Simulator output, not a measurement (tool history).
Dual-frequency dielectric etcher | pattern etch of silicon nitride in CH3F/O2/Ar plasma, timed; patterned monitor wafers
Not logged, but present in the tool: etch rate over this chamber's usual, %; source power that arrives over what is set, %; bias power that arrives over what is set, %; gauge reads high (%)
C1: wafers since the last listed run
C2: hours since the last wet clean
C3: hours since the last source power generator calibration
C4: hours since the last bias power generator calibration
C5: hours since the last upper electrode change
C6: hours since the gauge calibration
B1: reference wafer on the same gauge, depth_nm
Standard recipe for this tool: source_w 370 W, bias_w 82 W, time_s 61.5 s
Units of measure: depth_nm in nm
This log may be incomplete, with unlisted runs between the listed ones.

run 1 hour=0.0 | source_w=370 bias_w=82 time_s=61.5 | C1=0 C2=238.7 C3=2028.3 C4=3083.5 C5=2893.5 C6=322.8 | B1=41.43 | depth_nm=39.51
run 2 hour=58.5 | source_w=370 bias_w=82 time_s=61.5 | C1=645 C2=297.2 C3=2086.8 C4=3142.0 C5=2952.0 C6=381.3 | B1=41.34 | depth_nm=39.54
run 3 hour=89.0 | source_w=370 bias_w=82 time_s=61.5 | C1=336 C2=327.7 C3=2117.3 C4=3172.5 C5=2982.5 C6=411.8 | B1=41.33 | depth_nm=39.59
-- hour=134.6 wet clean of the chamber
run 4 hour=135.1 | source_w=370 bias_w=82 time_s=61.5 | C1=243 C2=0.5 C3=2163.4 C4=3218.6 C5=3028.6 C6=457.9 | B1=41.35 | depth_nm=39.53
run 5 hour=195.9 | source_w=370 bias_w=82 time_s=61.5 | C1=670 C2=61.3 C3=2224.2 C4=3279.4 C5=3089.4 C6=518.7 | B1=41.28 | depth_nm=39.57
run 6 hour=244.8 | source_w=370 bias_w=82 time_s=69.5 | C1=539 C2=110.2 C3=2273.1 C4=3328.3 C5=3138.3 C6=567.6 | B1=41.24 | depth_nm=44.66
run 7 hour=273.6 | source_w=370 bias_w=82 time_s=61.5 | C1=317 C2=139.0 C3=2301.9 C4=3357.1 C5=3167.1 C6=596.4 | B1=41.27 | depth_nm=39.58
run 8 hour=324.7 | source_w=370 bias_w=82 time_s=61.5 | C1=563 C2=190.1 C3=2353.0 C4=3408.2 C5=3218.2 C6=647.5 | B1=41.19 | depth_nm=39.33
run 9 hour=376.8 | source_w=370 bias_w=82 time_s=61.5 | C1=574 C2=242.2 C3=2405.1 C4=3460.3 C5=3270.3 C6=699.6 | B1=41.17 | depth_nm=39.34
-- hour=411.5 source power generator calibrated
run 10 hour=412.0 | source_w=370 bias_w=82 time_s=61.5 | C1=344 C2=277.4 C3=0.5 C4=3495.5 C5=3305.5 C6=734.8 | B1=41.17 | depth_nm=39.39
-- hour=438.7 upper electrode replaced
run 11 hour=455.8 | source_w=370 bias_w=82 time_s=61.5 | C1=218 C2=321.2 C3=44.3 C4=3539.3 C5=17.1 C6=778.6 | B1=41.13 | depth_nm=39.37
run 12 hour=487.2 | source_w=370 bias_w=82 time_s=61.5 | C1=346 C2=352.6 C3=75.7 C4=3570.7 C5=48.5 C6=810.0 | B1=41.13 | depth_nm=39.33
-- hour=521.0 wet clean of the chamber
run 13 hour=521.9 | source_w=370 bias_w=82 time_s=61.5 | C1=118 C2=0.9 C3=110.4 C4=3605.4 C5=83.2 C6=844.7 | B1=41.13 | depth_nm=39.34
run 14 hour=577.2 | source_w=400 bias_w=68 time_s=47.0 | C1=609 C2=56.2 C3=165.7 C4=3660.7 C5=138.5 C6=900.0 | B1=41.09 | depth_nm=27.99
run 15 hour=625.2 | source_w=290 bias_w=63 time_s=69.0 | C1=529 C2=104.2 C3=213.7 C4=3708.7 C5=186.5 C6=948.0 | B1=41.08 | depth_nm=35.17
run 16 hour=652.4 | source_w=450 bias_w=64 time_s=49.0 | C1=300 C2=131.4 C3=240.9 C4=3735.9 C5=213.7 C6=975.2 | B1=41.08 | depth_nm=29.53
-- hour=672.5 bias power generator calibrated
run 17 hour=688.2 | source_w=370 bias_w=63 time_s=61.5 | C1=350 C2=167.2 C3=276.7 C4=15.7 C5=249.5 C6=1011.0 | B1=41.04 | depth_nm=34.17
-- hour=830.6 wet clean of the chamber
run 18 hour=884.1 | source_w=370 bias_w=82 time_s=69.5 | C1=1896 C2=53.5 C3=472.6 C4=211.6 C5=445.4 C6=1206.9 | B1=41.04 | depth_nm=44.30
run 19 hour=910.5 | source_w=290 bias_w=62 time_s=77.5 | C1=291 C2=79.9 C3=499.0 C4=238.0 C5=471.8 C6=1233.3 | B1=41.03 | depth_nm=39.13
run 20 hour=945.7 | source_w=370 bias_w=82 time_s=61.5 | C1=388 C2=115.1 C3=534.2 C4=273.2 C5=507.0 C6=1268.5 | B1=41.03 | depth_nm=39.21
run 21 hour=1009.6 | source_w=370 bias_w=82 time_s=74.0 | C1=704 C2=179.0 C3=598.1 C4=337.1 C5=570.9 C6=1332.4 | B1=41.02 | depth_nm=47.16
-- hour=1026.7 gauge calibrated
run 22 hour=1076.9 | source_w=310 bias_w=97 time_s=77.0 | C1=742 C2=246.3 C3=665.4 C4=404.4 C5=638.2 C6=50.2 | B1=41.82 | depth_nm=51.32
run 23 hour=1146.1 | source_w=370 bias_w=82 time_s=61.5 | C1=763 C2=315.5 C3=734.6 C4=473.6 C5=707.4 C6=119.4 | B1=41.74 | depth_nm=39.95
-- hour=1196.0 wet clean of the chamber
run 24 hour=1196.5 | source_w=370 bias_w=82 time_s=74.0 | C1=291 C2=0.5 C3=785.0 C4=524.0 C5=757.8 C6=169.8 | B1=41.66 | depth_nm=47.96
run 25 hour=1224.2 | source_w=290 bias_w=66 time_s=61.5 | C1=305 C2=28.2 C3=812.7 C4=551.7 C5=785.5 C6=197.5 | B1=41.59 | depth_nm=32.50
run 26 hour=1293.4 | source_w=410 bias_w=69 time_s=61.5 | C1=763 C2=97.4 C3=881.9 C4=620.9 C5=854.7 C6=266.7 | B1=41.51 | depth_nm=37.56

Here are 3 independent what-if runs from the current tool condition. What would each one return?
run A hour=1293.8 | source_w=370 bias_w=82 time_s=61.5 | C1=4 C2=97.8 C3=882.3 C4=621.3 C5=855.1 C6=267.1 | B1=? | depth_nm=?
run B hour=1293.8 | source_w=430 bias_w=82 time_s=61.5 | C1=4 C2=97.8 C3=882.3 C4=621.3 C5=855.1 C6=267.1 | B1=? | depth_nm=?
run C hour=1293.8 | source_w=410 bias_w=82 time_s=55.5 | C1=4 C2=97.8 C3=882.3 C4=621.3 C5=855.1 C6=267.1 | B1=? | depth_nm=?

run=A B1=41.54 depth_nm=39.75
run=B B1=41.54 depth_nm=41.95
run=C B1=41.54 depth_nm=37.22
Take away the tool's hidden state, keep each run's random variation, and the runs would have read:
run=A depth_nm=40.20
run=B depth_nm=42.44
run=C depth_nm=37.64

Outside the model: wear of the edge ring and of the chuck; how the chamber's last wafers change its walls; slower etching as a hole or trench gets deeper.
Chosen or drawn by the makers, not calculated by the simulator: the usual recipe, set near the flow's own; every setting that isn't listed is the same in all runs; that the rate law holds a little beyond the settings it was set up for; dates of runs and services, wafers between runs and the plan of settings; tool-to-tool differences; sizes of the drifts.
